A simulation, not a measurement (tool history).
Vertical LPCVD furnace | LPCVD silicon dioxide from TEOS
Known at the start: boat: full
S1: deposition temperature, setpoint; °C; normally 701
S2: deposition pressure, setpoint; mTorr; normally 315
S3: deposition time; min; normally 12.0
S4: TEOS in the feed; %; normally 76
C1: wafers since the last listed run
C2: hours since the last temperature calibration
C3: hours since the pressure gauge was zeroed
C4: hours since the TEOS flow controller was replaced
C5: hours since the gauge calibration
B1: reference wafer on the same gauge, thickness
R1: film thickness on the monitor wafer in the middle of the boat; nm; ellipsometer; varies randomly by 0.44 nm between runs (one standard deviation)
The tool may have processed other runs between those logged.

run 1 hour=0.0 | S1=701 S2=315 S3=12.0 S4=76 | C1=0 C2=3374.1 C3=3171.5 C4=1470.1 C5=1790.3 | B1=121.13 | R1=110.84
run 2 hour=54.1 | S1=704 S2=315 S3=12.0 S4=76 | C1=994 C2=3428.2 C3=3225.6 C4=1524.2 C5=1844.4 | B1=120.94 | R1=118.91
run 3 hour=121.9 | S1=704 S2=315 S3=12.0 S4=76 | C1=1246 C2=3496.0 C3=3293.4 C4=1592.0 C5=1912.2 | B1=120.99 | R1=118.99
run 4 hour=184.7 | S1=701 S2=315 S3=12.0 S4=76 | C1=1154 C2=3558.8 C3=3356.2 C4=1654.8 C5=1975.0 | B1=120.91 | R1=111.40
run 5 hour=212.6 | S1=701 S2=315 S3=12.0 S4=76 | C1=513 C2=3586.7 C3=3384.1 C4=1682.7 C5=2002.9 | B1=120.93 | R1=110.98
run 6 hour=269.1 | S1=701 S2=315 S3=12.0 S4=76 | C1=1039 C2=3643.2 C3=3440.6 C4=1739.2 C5=2059.4 | B1=120.98 | R1=111.12
run 7 hour=311.3 | S1=701 S2=315 S3=12.0 S4=76 | C1=776 C2=3685.4 C3=3482.8 C4=1781.4 C5=2101.6 | B1=121.11 | R1=110.73
run 8 hour=337.2 | S1=701 S2=315 S3=12.0 S4=76 | C1=476 C2=3711.3 C3=3508.7 C4=1807.3 C5=2127.5 | B1=120.90 | R1=111.15
-- hour=373.2 pressure gauge zeroed
run 9 hour=373.7 | S1=701 S2=295 S3=10.0 S4=76 | C1=229 C2=3747.8 C3=0.5 C4=1843.8 C5=2164.0 | B1=121.00 | R1=87.12
run 10 hour=422.0 | S1=709 S2=340 S3=8.0 S4=72 | C1=888 C2=3796.1 C3=48.8 C4=1892.1 C5=2212.3 | B1=120.93 | R1=87.57
-- hour=453.7 gauge calibrated
run 11 hour=482.5 | S1=701 S2=250 S3=16.5 S4=81 | C1=1112 C2=3856.6 C3=109.3 C4=1952.6 C5=28.8 | B1=121.07 | R1=137.05
run 12 hour=538.1 | S1=701 S2=375 S3=16.5 S4=67 | C1=1022 C2=3912.2 C3=164.9 C4=2008.2 C5=84.4 | B1=121.11 | R1=152.95
run 13 hour=570.4 | S1=701 S2=315 S3=8.5 S4=81 | C1=594 C2=3944.5 C3=197.2 C4=2040.5 C5=116.7 | B1=121.13 | R1=79.06
run 14 hour=629.6 | S1=692 S2=380 S3=16.0 S4=91 | C1=1088 C2=4003.7 C3=256.4 C4=2099.7 C5=175.9 | B1=121.01 | R1=142.12
run 15 hour=689.3 | S1=690 S2=365 S3=14.0 S4=76 | C1=1097 C2=4063.4 C3=316.1 C4=2159.4 C5=235.6 | B1=120.84 | R1=105.21
run 16 hour=771.0 | S1=706 S2=355 S3=15.0 S4=76 | C1=1502 C2=4145.1 C3=397.8 C4=2241.1 C5=317.3 | B1=120.99 | R1=161.91
run 17 hour=808.5 | S1=690 S2=365 S3=14.0 S4=76 | C1=689 C2=4182.6 C3=435.3 C4=2278.6 C5=354.8 | B1=121.10 | R1=105.82
run 18 hour=845.9 | S1=697 S2=315 S3=12.0 S4=76 | C1=687 C2=4220.0 C3=472.7 C4=2316.0 C5=392.2 | B1=121.13 | R1=99.73
run 19 hour=881.1 | S1=701 S2=315 S3=12.0 S4=76 | C1=647 C2=4255.2 C3=507.9 C4=2351.2 C5=427.4 | B1=120.93 | R1=108.92
run 20 hour=909.4 | S1=701 S2=315 S3=12.0 S4=76 | C1=520 C2=4283.5 C3=536.2 C4=2379.5 C5=455.7 | B1=121.07 | R1=109.12
run 21 hour=951.9 | S1=708 S2=250 S3=16.5 S4=76 | C1=781 C2=4326.0 C3=578.7 C4=2422.0 C5=498.2 | B1=120.75 | R1=156.51
-- hour=987.7 TEOS flow controller replaced
-- hour=1010.6 thermocouples replaced and temperature profile calibrated
run 22 hour=1011.1 | S1=706 S2=315 S3=12.0 S4=76 | C1=225 C2=0.5 C3=637.9 C4=23.4 C5=557.4 | B1=120.88 | R1=122.55
run 23 hour=1052.3 | S1=701 S2=250 S3=16.5 S4=81 | C1=757 C2=41.7 C3=679.1 C4=64.6 C5=598.6 | B1=120.81 | R1=138.77
run 24 hour=1105.6 | S1=690 S2=365 S3=14.0 S4=76 | C1=980 C2=95.0 C3=732.4 C4=117.9 C5=651.9 | B1=121.07 | R1=105.12
run 25 hour=1269.1 | S1=709 S2=270 S3=9.0 S4=89 | C1=3006 C2=258.5 C3=895.9 C4=281.4 C5=815.4 | B1=120.96 | R1=99.15
run 26 hour=1303.6 | S1=711 S2=315 S3=12.0 S4=76 | C1=634 C2=293.0 C3=930.4 C4=315.9 C5=849.9 | B1=120.91 | R1=139.08
run 27 hour=1350.9 | S1=701 S2=315 S3=12.0 S4=76 | C1=869 C2=340.3 C3=977.7 C4=363.2 C5=897.2 | B1=120.92 | R1=110.23
run 28 hour=1415.1 | S1=695 S2=315 S3=15.0 S4=76 | C1=1180 C2=404.5 C3=1041.9 C4=427.4 C5=961.4 | B1=120.75 | R1=119.51
run 29 hour=1476.1 | S1=701 S2=315 S3=12.0 S4=89 | C1=1121 C2=465.5 C3=1102.9 C4=488.4 C5=1022.4 | B1=120.86 | R1=118.17
run 30 hour=1530.8 | S1=695 S2=290 S3=12.0 S4=66 | C1=1005 C2=520.2 C3=1157.6 C4=543.1 C5=1077.1 | B1=120.92 | R1=85.21

5 options for the next run, each taken on its own from the tool as it stands now. Forecast them:
run A hour=1535.6 | S1=701 S2=295 S3=12.0 S4=76 | C1=88 C2=525.0 C3=1162.4 C4=547.9 C5=1081.9 | B1=? | R1=?
run B hour=1535.6 | S1=710 S2=360 S3=12.0 S4=71 | C1=88 C2=525.0 C3=1162.4 C4=547.9 C5=1081.9 | B1=? | R1=?
run C hour=1535.6 | S1=707 S2=390 S3=7.5 S4=84 | C1=88 C2=525.0 C3=1162.4 C4=547.9 C5=1081.9 | B1=? | R1=?
run D hour=1535.6 | S1=705 S2=280 S3=12.0 S4=76 | C1=88 C2=525.0 C3=1162.4 C4=547.9 C5=1081.9 | B1=? | R1=?
run E hour=1535.6 | S1=701 S2=315 S3=7.5 S4=76 | C1=88 C2=525.0 C3=1162.4 C4=547.9 C5=1081.9 | B1=? | R1=?

run=A B1=120.90 R1=106.64
run=B B1=120.90 R1=139.75
run=C B1=120.90 R1=92.26
run=D B1=120.90 R1=114.03
run=E B1=120.90 R1=68.82
With the hidden condition removed and each run's random variation left untouched, the same runs would have given:
run=A R1=105.39
run=B R1=138.40
run=C R1=91.44
run=D R1=112.62
run=E R1=68.07
